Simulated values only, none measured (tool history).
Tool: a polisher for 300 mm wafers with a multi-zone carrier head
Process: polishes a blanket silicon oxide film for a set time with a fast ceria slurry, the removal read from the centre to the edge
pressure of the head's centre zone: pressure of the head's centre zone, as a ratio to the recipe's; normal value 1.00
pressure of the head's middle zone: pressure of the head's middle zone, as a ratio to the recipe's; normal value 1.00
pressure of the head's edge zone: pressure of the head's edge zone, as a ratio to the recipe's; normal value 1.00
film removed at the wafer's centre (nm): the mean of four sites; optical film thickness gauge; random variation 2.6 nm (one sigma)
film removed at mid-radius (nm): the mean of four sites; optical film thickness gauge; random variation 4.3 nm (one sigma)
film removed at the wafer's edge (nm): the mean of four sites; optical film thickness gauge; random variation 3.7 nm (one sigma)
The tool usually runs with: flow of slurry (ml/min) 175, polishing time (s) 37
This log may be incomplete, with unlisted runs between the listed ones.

run   hour  flow of slurry (ml/min)  pressure of the head's centre zone  pressure of the head's middle zone  pressure of the head's edge zone  polishing time (s)  wafers since the last listed run  wafers polished on this pad  hours since the slurry nozzle was cleaned  hours since the centre zone pressure was calibrated  hours since the edge zone pressure was calibrated  hours since the carrier head's membrane was replaced  incoming thickness of the incoming film, nm  film removed at the wafer's centre (nm)  film removed at mid-radius (nm)  film removed at the wafer's edge (nm)
  1    0.0                      175                                1.09                                1.07                              1.00                  37                                 0                          379                                      425.1                                               1165.6                                              426.3                                                 887.5                                       3522.0                                    259.3                            279.4                                  273.7
  2   16.8                      175                                1.09                                1.07                              1.00                  37                               262                          642                                      441.9                                               1182.4                                              443.1                                                 904.3                                       3510.4                                    254.2                            270.3                                  277.1
  3   31.0                      175                                1.09                                1.07                              1.00                  37                               222                          864                                      456.1                                               1196.6                                              457.3                                                 918.5                                       3470.9                                    256.5                            273.1                                  270.0
  4   44.1                      175                                1.00                                1.00                              1.00                  37                               204                         1069                                      469.2                                               1209.7                                              470.4                                                 931.6                                       3401.3                                    235.7                            261.2                                  274.6
      54.2  -- worn pad replaced by a new one
  5   54.7                      175                                1.00                                1.00                              1.00                  37                               103                            8                                      479.8                                               1220.3                                              481.0                                                 942.2                                       3471.3                                    228.6                            255.9                                  274.0
  6   62.3                      175                                1.00                                1.00                              1.00                  37                               118                          127                                      487.4                                               1227.9                                              488.6                                                 949.8                                       3449.8                                    234.3                            266.1                                  270.7
  7  114.9                      175                                1.00                                1.00                              1.00                  37                               822                          949                                      540.0                                               1280.5                                              541.2                                                1002.4                                       3446.9                                    232.0                            255.6                                  274.5
  8  132.4                      175                                1.00                                1.00                              1.00                  37                               273                         1223                                      557.5                                               1298.0                                              558.7                                                1019.9                                       3458.5                                    227.4                            250.8                                  270.7
     139.3  -- centre zone pressure recalibrated
     143.3  -- worn pad replaced by a new one
  9  148.2                      175                                1.00                                1.00                              1.00                  37                               153                           76                                      573.3                                                  8.9                                              574.5                                                1035.7                                       3468.9                                    263.7                            256.2                                  268.0
 10  157.1                      175                                1.00                                1.00                              1.00                  37                               139                          215                                      582.2                                                 17.8                                              583.4                                                1044.6                                       3479.4                                    259.4                            250.7                                  268.6
 11  172.1                      175                                1.00                                1.00                              1.08                  50                               234                          450                                      597.2                                                 32.8                                              598.4                                                1059.6                                       3430.3                                    350.0                            342.0                                  374.2
 12  187.3                      175                                1.04                                0.92                              1.00                  37                               237                          687                                      612.4                                                 48.0                                              613.6                                                1074.8                                       3446.0                                    272.7                            237.5                                  269.9
     189.3  -- edge zone pressure recalibrated
 13  198.4                      175                                1.00                                0.90                              1.00                  37                               142                          830                                      623.5                                                 59.1                                                9.1                                                1085.9                                       3423.2                                    257.6                            234.9                                  268.8
     209.6  -- carrier head's membrane replaced by a new one
 14  213.1                      175                                1.05                                1.00                              0.89                  37                               151                          981                                      638.2                                                 73.8                                               23.8                                                   3.5                                       3433.9                                    272.2                            252.8                                  257.4
     221.4  -- slurry nozzle cleaned
     226.0  -- worn pad replaced by a new one
 15  231.0                      175                                1.00                                1.00                              1.00                  37                               201                           78                                        9.6                                                 91.7                                               41.7                                                  21.4                                       3477.0                                    288.9                            283.2                                  291.7
 16  242.8                      175                                1.07                                1.00                              1.00                  37                               184                          263                                       21.4                                                103.5                                               53.5                                                  33.2                                       3416.8                                    306.7                            286.8                                  291.3
 17  257.0                      220                                1.00                                1.00                              1.04                  37                               222                          485                                       35.6                                                117.7                                               67.7                                                  47.4                                       3469.1                                    306.7                            297.7                                  297.1
 18  269.9                      225                                1.00                                1.00                              1.00                  37                               201                          686                                       48.5                                                130.6                                               80.6                                                  60.3                                       3511.4                                    306.7                            293.1                                  292.5
 19  281.4                      175                                1.00                                1.00                              0.95                  37                               179                          866                                       60.0                                                142.1                                               92.1                                                  71.8                                       3511.2                                    284.4                            281.7                                  282.3
 20  290.7                      175                                1.00                                1.00                              1.00                  37                               145                         1012                                       69.3                                                151.4                                              101.4                                                  81.1                                       3480.8                                    280.8                            278.4                                  280.0

Hidden state or all else? Some run-to-run changes of film removed at the wafer's centre (nm), split into what the settings, what came in and random variation would give without the hidden state, and what is left for the hidden state (with any gauge scatter that isn't in both results):
What the log doesn't record here: removal rate lost through wear of the pad, %; slurry flow missing at the pad, %; deviation of the centre zone's pressure from its setpoint, %; deviation of the edge zone's pressure from its setpoint, %.
Run 8 -> 9: centre zone pressure recalibrated, worn pad replaced by a new one. film removed at the wafer's centre (nm) +36.3: hidden state +33.5, all else +2.8.
Run 10 -> 11: pressure of the head's edge zone 1.00 -> 1.08, polishing time (s) 37 -> 50. film removed at the wafer's centre (nm) +90.6: hidden state -13.4, all else +104.0.
Run 11 -> 12: pressure of the head's centre zone 1.00 -> 1.04, pressure of the head's middle zone 1.00 -> 0.92, pressure of the head's edge zone 1.08 -> 1.00, polishing time (s) 50 -> 37. film removed at the wafer's centre (nm) -77.3: hidden state +10.0, all else -87.3.
Run 14 -> 15: pressure of the head's centre zone 1.05 -> 1.00, pressure of the head's edge zone 0.89 -> 1.00, slurry nozzle cleaned, worn pad replaced by a new one. film removed at the wafer's centre (nm) +16.7: hidden state +36.2, all else -19.5.

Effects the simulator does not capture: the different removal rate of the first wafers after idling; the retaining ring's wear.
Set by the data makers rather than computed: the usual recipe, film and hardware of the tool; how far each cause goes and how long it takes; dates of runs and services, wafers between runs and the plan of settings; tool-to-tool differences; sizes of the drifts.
